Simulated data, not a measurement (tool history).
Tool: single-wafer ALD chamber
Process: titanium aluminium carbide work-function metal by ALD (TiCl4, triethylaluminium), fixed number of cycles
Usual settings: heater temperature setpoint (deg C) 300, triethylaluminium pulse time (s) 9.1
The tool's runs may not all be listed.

run    day  heater temperature setpoint (deg C)  triethylaluminium pulse time (s)  read-back reference wafer on the same gauge, thickness_nm  mean film thickness on the monitor wafer (angstrom)
  1      0                                  300                              7.42                                                      2.122                                                19.18
     0.417  -- thermocouple changed; heater temperature recalibrated
     0.967  -- showerhead replaced
  2    1.5                                  300                               9.1                                                       2.12                                                19.51
  3  2.162                                  300                               9.1                                                       2.12                                                19.53
  4  2.667                                  300                               9.1                                                      2.121                                                19.47
  5  3.167                                  300                               9.1                                                       2.12                                                19.51
  6  3.854                                  300                               9.1                                                      2.122                                                19.45
  7   4.15                                  300                               9.1                                                      2.122                                                 19.4
  8  4.546                                  300                               9.1                                                      2.119                                                19.44
  9  4.846                                  314                             11.56                                                      2.119                                                21.01
 10  5.175                                  300                               7.1                                                      2.122                                                18.94
 11  5.779                                  300                               9.1                                                      2.121                                                 19.5
 12  6.258                                  296                             12.67                                                       2.12                                                19.69
 13  6.688                                  300                               9.1                                                       2.12                                                19.47
 14  6.992                                  286                             11.31                                                      2.121                                                18.78
 15  7.583                                  300                             12.13                                                      2.118                                                19.94
       8.2  -- triethylaluminium bottle replaced
 16  8.221                                  300                               9.1                                                      2.122                                                19.96

Run 17 comes next. What will it give?
 17  8.588                                  288                              7.01                                                          ?                                                    ?

{"run 17": {"read-back reference wafer on the same gauge, thickness_nm": 2.121, "mean film thickness on the monitor wafer (angstrom)": 18.55}}
Without the tool's hidden state the same run would have given mean film thickness on the monitor wafer (angstrom) 18.66.
